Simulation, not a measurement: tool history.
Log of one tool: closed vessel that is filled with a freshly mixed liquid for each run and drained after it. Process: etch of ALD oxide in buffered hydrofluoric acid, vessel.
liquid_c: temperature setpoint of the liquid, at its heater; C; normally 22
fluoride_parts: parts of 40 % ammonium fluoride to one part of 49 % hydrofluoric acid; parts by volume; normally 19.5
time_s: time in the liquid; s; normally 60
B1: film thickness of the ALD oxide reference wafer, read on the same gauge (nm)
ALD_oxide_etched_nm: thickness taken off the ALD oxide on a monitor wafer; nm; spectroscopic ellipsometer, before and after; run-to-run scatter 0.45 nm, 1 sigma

{"run": 1, "hour": 0.0, "liquid_c": 22, "fluoride_parts": 14.5, "time_s": 60, "B1": 110.03, "ALD_oxide_etched_nm": 94.58}
{"run": 2, "hour": 57.4, "liquid_c": 22, "fluoride_parts": 19.5, "time_s": 60, "B1": 110, "ALD_oxide_etched_nm": 70.71}
{"run": 3, "hour": 141.2, "liquid_c": 22, "fluoride_parts": 14, "time_s": 60, "B1": 110, "ALD_oxide_etched_nm": 100.95}
{"hour": 162.0, "done": "hydrofluoric acid flow meter replaced"}
{"run": 4, "hour": 189.6, "liquid_c": 22, "fluoride_parts": 19.5, "time_s": 60, "B1": 110, "ALD_oxide_etched_nm": 67.41}
{"run": 5, "hour": 269.4, "liquid_c": 22, "fluoride_parts": 19.5, "time_s": 60, "B1": 110.01, "ALD_oxide_etched_nm": 67.33}
{"run": 6, "hour": 334.1, "liquid_c": 22, "fluoride_parts": 19.5, "time_s": 60, "B1": 110.02, "ALD_oxide_etched_nm": 68.74}
{"run": 7, "hour": 371.1, "liquid_c": 22, "fluoride_parts": 19.5, "time_s": 60, "B1": 110.01, "ALD_oxide_etched_nm": 69.7}
{"run": 8, "hour": 407.5, "liquid_c": 22, "fluoride_parts": 25.5, "time_s": 60, "B1": 110.01, "ALD_oxide_etched_nm": 56.79}
{"run": 9, "hour": 446.4, "liquid_c": 22, "fluoride_parts": 25.5, "time_s": 60, "B1": 109.99, "ALD_oxide_etched_nm": 56.64}
{"run": 10, "hour": 506.9, "liquid_c": 22, "fluoride_parts": 25.5, "time_s": 60, "B1": 110, "ALD_oxide_etched_nm": 57.44}
{"run": 11, "hour": 556.8, "liquid_c": 22, "fluoride_parts": 19.5, "time_s": 60, "B1": 110, "ALD_oxide_etched_nm": 71.1}
{"hour": 664.3, "done": "hydrofluoric acid flow meter replaced"}
{"run": 12, "hour": 799.8, "liquid_c": 22, "fluoride_parts": 19.5, "time_s": 60, "B1": 110.03, "ALD_oxide_etched_nm": 68.42}
{"run": 13, "hour": 878.1, "liquid_c": 18.5, "fluoride_parts": 19.5, "time_s": 60, "B1": 109.98, "ALD_oxide_etched_nm": 57.29}
{"hour": 959.0, "done": "gauge calibrated"}
{"run": 14, "hour": 967.4, "liquid_c": 22, "fluoride_parts": 19.5, "time_s": 60, "B1": 110.01, "ALD_oxide_etched_nm": 70.1}
{"run": 15, "hour": 1056.2, "liquid_c": 24.5, "fluoride_parts": 15, "time_s": 45, "B1": 110, "ALD_oxide_etched_nm": 78.98}
{"run": 16, "hour": 1094.7, "liquid_c": 22, "fluoride_parts": 19.5, "time_s": 95, "B1": 109.99, "ALD_oxide_etched_nm": 112.94}
{"hour": 1149.3, "done": "hydrofluoric acid flow meter replaced"}
{"run": 17, "hour": 1242.2, "liquid_c": 22, "fluoride_parts": 19.5, "time_s": 60, "B1": 110.02, "ALD_oxide_etched_nm": 68.75}
{"run": 18, "hour": 1291.7, "liquid_c": 22, "fluoride_parts": 19.5, "time_s": 60, "B1": 110.01, "ALD_oxide_etched_nm": 67.86}
{"run": 19, "hour": 1381.3, "liquid_c": 25.5, "fluoride_parts": 13.5, "time_s": 60, "B1": 110.02, "ALD_oxide_etched_nm": 122.12}
{"hour": 1392.4, "done": "thermometer replaced"}
{"run": 20, "hour": 1444.9, "liquid_c": 22, "fluoride_parts": 19.5, "time_s": 60, "B1": 109.98, "ALD_oxide_etched_nm": 70.29}
{"run": 21, "hour": 1547.4, "liquid_c": 26, "fluoride_parts": 19.5, "time_s": 90, "B1": 110.03, "ALD_oxide_etched_nm": 134.78}
{"run": 22, "hour": 1628.9, "liquid_c": 20, "fluoride_parts": 27.5, "time_s": 50, "B1": 110.02, "ALD_oxide_etched_nm": 41.6}
{"hour": 1631.2, "done": "hydrofluoric acid flow meter replaced"}
{"run": 23, "hour": 1675.7, "liquid_c": 19, "fluoride_parts": 19.5, "time_s": 80, "B1": 109.96, "ALD_oxide_etched_nm": 75.86}
{"run": 24, "hour": 1715.5, "liquid_c": 24, "fluoride_parts": 16, "time_s": 40, "B1": 110, "ALD_oxide_etched_nm": 61.54}
{"run": 25, "hour": 1795.2, "liquid_c": 22, "fluoride_parts": 19.5, "time_s": 45, "B1": 109.98, "ALD_oxide_etched_nm": 51.46}
{"run": 26, "hour": 1900.0, "liquid_c": 22, "fluoride_parts": 19.5, "time_s": 60, "B1": 110, "ALD_oxide_etched_nm": 70.08}
{"run": 27, "hour": 1948.3, "liquid_c": 22, "fluoride_parts": 19.5, "time_s": 90, "B1": 110.01, "ALD_oxide_etched_nm": 105.59}
{"run": 28, "hour": 2011.4, "liquid_c": 23.5, "fluoride_parts": 19.5, "time_s": 70, "B1": 110, "ALD_oxide_etched_nm": 89.87}
{"hour": 2091.1, "done": "hydrofluoric acid flow meter replaced"}
{"run": 29, "hour": 2108.6, "liquid_c": 17, "fluoride_parts": 22.5, "time_s": 30, "B1": 109.98, "ALD_oxide_etched_nm": 22.86}

Below are 5 alternative next runs, each starting from the tool's condition after run 29. Predict each:
{"run": "A", "hour": 2109.3, "liquid_c": 22, "fluoride_parts": 27, "time_s": 60, "B1": "?", "ALD_oxide_etched_nm": "?"}
{"run": "B", "hour": 2109.3, "liquid_c": 25.5, "fluoride_parts": 19.5, "time_s": 80, "B1": "?", "ALD_oxide_etched_nm": "?"}
{"run": "C", "hour": 2109.3, "liquid_c": 22, "fluoride_parts": 24.5, "time_s": 80, "B1": "?", "ALD_oxide_etched_nm": "?"}
{"run": "D", "hour": 2109.3, "liquid_c": 22, "fluoride_parts": 19.5, "time_s": 40, "B1": "?", "ALD_oxide_etched_nm": "?"}
{"run": "E", "hour": 2109.3, "liquid_c": 22, "fluoride_parts": 11.5, "time_s": 60, "B1": "?", "ALD_oxide_etched_nm": "?"}

run=A B1=109.99 ALD_oxide_etched_nm=53.29
run=B B1=109.99 ALD_oxide_etched_nm=108.7
run=C B1=109.99 ALD_oxide_etched_nm=75.98
run=D B1=109.99 ALD_oxide_etched_nm=44.86
run=E B1=109.99 ALD_oxide_etched_nm=113.07
Stripped of hidden state, with their random variation kept, the same runs would have yielded:
run=A ALD_oxide_etched_nm=53.11
run=B ALD_oxide_etched_nm=108.19
run=C ALD_oxide_etched_nm=75.73
run=D ALD_oxide_etched_nm=44.65
run=E ALD_oxide_etched_nm=112.54
